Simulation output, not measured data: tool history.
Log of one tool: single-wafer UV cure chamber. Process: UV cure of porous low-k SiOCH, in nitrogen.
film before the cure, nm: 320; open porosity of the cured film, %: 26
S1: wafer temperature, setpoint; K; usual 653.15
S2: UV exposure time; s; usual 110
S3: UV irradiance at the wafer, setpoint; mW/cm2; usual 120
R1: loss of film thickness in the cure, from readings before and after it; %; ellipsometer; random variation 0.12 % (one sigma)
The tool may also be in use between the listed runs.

run 1 hour=0 | S1=648.15 S2=110 S3=120 | R1=8.826
run 2 hour=66.5 | S1=653.15 S2=110 S3=120 | R1=9.14
run 3 hour=110.7 | S1=638.15 S2=110 S3=120 | R1=8.806
run 4 hour=160.2 | S1=638.15 S2=110 S3=120 | R1=8.545
run 5 hour=246.4 | S1=653.15 S2=110 S3=142 | R1=9.445
run 6 hour=322.1 | S1=653.15 S2=110 S3=142 | R1=9.565
run 7 hour=390.7 | S1=653.15 S2=110 S3=120 | R1=8.611
run 8 hour=490.9 | S1=641.15 S2=110 S3=120 | R1=8.349
run 9 hour=554.8 | S1=641.15 S2=110 S3=120 | R1=8.214
run 10 hour=638.7 | S1=641.15 S2=110 S3=120 | R1=8.084
-- hour=695.9 quartz window cleaned
run 11 hour=711.5 | S1=672.15 S2=45 S3=120 | R1=5.91
run 12 hour=757.4 | S1=653.15 S2=110 S3=88 | R1=8.146
run 13 hour=804.2 | S1=672.15 S2=90 S3=157 | R1=10.097
run 14 hour=860.3 | S1=659.15 S2=110 S3=153 | R1=10.623
-- hour=959.4 UV bulbs replaced
run 15 hour=959.9 | S1=653.15 S2=110 S3=88 | R1=7.932
run 16 hour=1041.9 | S1=653.15 S2=110 S3=120 | R1=9.096
run 17 hour=1097.4 | S1=647.15 S2=110 S3=147 | R1=9.99
run 18 hour=1183.5 | S1=653.15 S2=110 S3=83 | R1=7.414
run 19 hour=1247.6 | S1=663.15 S2=50 S3=120 | R1=5.849

Forecast each of these 5 alternatives for the next run:
run A hour=1248.1 | S1=665.15 S2=110 S3=120 | R1=?
run B hour=1248.1 | S1=644.15 S2=70 S3=120 | R1=?
run C hour=1248.1 | S1=661.15 S2=110 S3=100 | R1=?
run D hour=1248.1 | S1=653.15 S2=110 S3=106 | R1=?
run E hour=1248.1 | S1=653.15 S2=165 S3=120 | R1=?

run=A R1=9.151
run=B R1=6.885
run=C R1=8.299
run=D R1=8.41
run=E R1=10.723
Without the tool's hidden state the same runs would have given:
run=A R1=9.724
run=B R1=7.427
run=C R1=8.863
run=D R1=8.976
run=E R1=11.315
